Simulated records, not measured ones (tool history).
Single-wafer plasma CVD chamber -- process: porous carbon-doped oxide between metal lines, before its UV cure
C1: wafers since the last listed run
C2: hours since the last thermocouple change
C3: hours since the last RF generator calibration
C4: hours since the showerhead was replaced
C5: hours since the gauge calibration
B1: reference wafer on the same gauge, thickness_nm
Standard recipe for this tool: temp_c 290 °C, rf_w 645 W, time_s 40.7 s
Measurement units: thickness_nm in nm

{"run": 1, "hour": 0.0, "temp_c": 290, "rf_w": 645, "time_s": 40.7, "C1": 0, "C2": 1178.6, "C3": 1082.3, "C4": 3409.9, "C5": 307.9, "B1": 300.977, "thickness_nm": 255.545}
{"run": 2, "hour": 24.7, "temp_c": 290, "rf_w": 645, "time_s": 40.7, "C1": 682, "C2": 1203.3, "C3": 1107.0, "C4": 3434.6, "C5": 332.6, "B1": 300.899, "thickness_nm": 256.074}
{"run": 3, "hour": 48.5, "temp_c": 290, "rf_w": 645, "time_s": 40.7, "C1": 657, "C2": 1227.1, "C3": 1130.8, "C4": 3458.4, "C5": 356.4, "B1": 301.235, "thickness_nm": 254.864}
{"run": 4, "hour": 64.1, "temp_c": 300, "rf_w": 645, "time_s": 40.7, "C1": 431, "C2": 1242.7, "C3": 1146.4, "C4": 3474.0, "C5": 372.0, "B1": 300.807, "thickness_nm": 241.979}
{"run": 5, "hour": 85.7, "temp_c": 300, "rf_w": 645, "time_s": 40.7, "C1": 596, "C2": 1264.3, "C3": 1168.0, "C4": 3495.6, "C5": 393.6, "B1": 300.961, "thickness_nm": 241.817}
{"run": 6, "hour": 120.9, "temp_c": 300, "rf_w": 645, "time_s": 40.7, "C1": 972, "C2": 1299.5, "C3": 1203.2, "C4": 3530.8, "C5": 428.8, "B1": 301.122, "thickness_nm": 241.416}
{"run": 7, "hour": 133.0, "temp_c": 290, "rf_w": 620, "time_s": 34.9, "C1": 334, "C2": 1311.6, "C3": 1215.3, "C4": 3542.9, "C5": 440.9, "B1": 301.229, "thickness_nm": 209.403}
{"run": 8, "hour": 145.9, "temp_c": 290, "rf_w": 620, "time_s": 34.9, "C1": 356, "C2": 1324.5, "C3": 1228.2, "C4": 3555.8, "C5": 453.8, "B1": 301.316, "thickness_nm": 209.522}
{"hour": 165.8, "done": "showerhead replaced"}
{"run": 9, "hour": 178.2, "temp_c": 290, "rf_w": 620, "time_s": 34.9, "C1": 671, "C2": 1356.8, "C3": 1260.5, "C4": 12.4, "C5": 486.1, "B1": 301.17, "thickness_nm": 208.148}
{"run": 10, "hour": 191.3, "temp_c": 290, "rf_w": 600, "time_s": 40.7, "C1": 362, "C2": 1369.9, "C3": 1273.6, "C4": 25.5, "C5": 499.2, "B1": 300.778, "thickness_nm": 233.734}
{"run": 11, "hour": 224.9, "temp_c": 290, "rf_w": 600, "time_s": 40.7, "C1": 928, "C2": 1403.5, "C3": 1307.2, "C4": 59.1, "C5": 532.8, "B1": 300.986, "thickness_nm": 232.77}
{"run": 12, "hour": 247.3, "temp_c": 290, "rf_w": 645, "time_s": 40.7, "C1": 619, "C2": 1425.9, "C3": 1329.6, "C4": 81.5, "C5": 555.2, "B1": 300.833, "thickness_nm": 249.759}
{"hour": 256.3, "done": "gauge calibrated"}
{"run": 13, "hour": 279.9, "temp_c": 290, "rf_w": 520, "time_s": 42.8, "C1": 900, "C2": 1458.5, "C3": 1362.2, "C4": 114.1, "C5": 23.6, "B1": 300.913, "thickness_nm": 203.23}
{"hour": 298.0, "done": "thermocouple changed; heater temperature recalibrated"}
{"run": 14, "hour": 313.9, "temp_c": 285, "rf_w": 645, "time_s": 44.4, "C1": 718, "C2": 15.9, "C3": 1396.2, "C4": 148.1, "C5": 57.6, "B1": 301.004, "thickness_nm": 274.331}
{"run": 15, "hour": 332.4, "temp_c": 282, "rf_w": 520, "time_s": 47.3, "C1": 511, "C2": 34.4, "C3": 1414.7, "C4": 166.6, "C5": 76.1, "B1": 300.902, "thickness_nm": 233.298}
{"run": 16, "hour": 346.5, "temp_c": 286, "rf_w": 645, "time_s": 35.5, "C1": 389, "C2": 48.5, "C3": 1428.8, "C4": 180.7, "C5": 90.2, "B1": 300.704, "thickness_nm": 219.883}
{"run": 17, "hour": 373.0, "temp_c": 290, "rf_w": 535, "time_s": 40.7, "C1": 732, "C2": 75.0, "C3": 1455.3, "C4": 207.2, "C5": 116.7, "B1": 301.006, "thickness_nm": 197.814}
{"hour": 384.0, "done": "RF generator calibrated"}
{"run": 18, "hour": 397.3, "temp_c": 279, "rf_w": 645, "time_s": 40.7, "C1": 450, "C2": 99.3, "C3": 13.3, "C4": 231.5, "C5": 141.0, "B1": 300.912, "thickness_nm": 290.154}
{"run": 19, "hour": 424.1, "temp_c": 290, "rf_w": 645, "time_s": 40.7, "C1": 740, "C2": 126.1, "C3": 40.1, "C4": 258.3, "C5": 167.8, "B1": 300.915, "thickness_nm": 271.32}
{"run": 20, "hour": 443.4, "temp_c": 290, "rf_w": 645, "time_s": 40.7, "C1": 533, "C2": 145.4, "C3": 59.4, "C4": 277.6, "C5": 187.1, "B1": 301.207, "thickness_nm": 275.84}
{"run": 21, "hour": 459.9, "temp_c": 278, "rf_w": 720, "time_s": 42.8, "C1": 456, "C2": 161.9, "C3": 75.9, "C4": 294.1, "C5": 203.6, "B1": 301.268, "thickness_nm": 342.579}
{"run": 22, "hour": 478.0, "temp_c": 280, "rf_w": 610, "time_s": 37.1, "C1": 500, "C2": 180.0, "C3": 94.0, "C4": 312.2, "C5": 221.7, "B1": 301.039, "thickness_nm": 251.06}
{"run": 23, "hour": 496.7, "temp_c": 290, "rf_w": 680, "time_s": 37.5, "C1": 516, "C2": 198.7, "C3": 112.7, "C4": 330.9, "C5": 240.4, "B1": 300.93, "thickness_nm": 263.432}
{"run": 24, "hour": 512.2, "temp_c": 290, "rf_w": 645, "time_s": 48.8, "C1": 428, "C2": 214.2, "C3": 128.2, "C4": 346.4, "C5": 255.9, "B1": 301.212, "thickness_nm": 327.267}
{"run": 25, "hour": 528.2, "temp_c": 290, "rf_w": 645, "time_s": 40.7, "C1": 442, "C2": 230.2, "C3": 144.2, "C4": 362.4, "C5": 271.9, "B1": 301.048, "thickness_nm": 274.957}

What differs in the tool's unlogged condition from the final listed run ahead of each entry between runs to the first listed run following it?
From run 8 to run 9: showerhead replaced (hour 165.8)
  delivered RF power above the setpoint (%): -7.94 -> -8.27
  difference, measured minus the result without the unlogged condition, thickness_nm: -18.086 -> -18.824 nm
From run 12 to run 13: gauge calibrated (hour 256.3)
  delivered RF power above the setpoint (%): -9.02 -> -9.38
  difference, measured minus the result without the unlogged condition, thickness_nm: -24.742 -> -25.165 nm
From run 13 to run 14: thermocouple changed; heater temperature recalibrated (hour 298.0)
  delivered RF power above the setpoint (%): -9.38 -> -9.77
  difference, measured minus the result without the unlogged condition, thickness_nm: -25.165 -> -29.766 nm
From run 17 to run 18: RF generator calibrated (hour 384.0)
  delivered RF power above the setpoint (%): -10.5 -> -0.318
  difference, measured minus the result without the unlogged condition, thickness_nm: -26.734 -> -0.905 nm
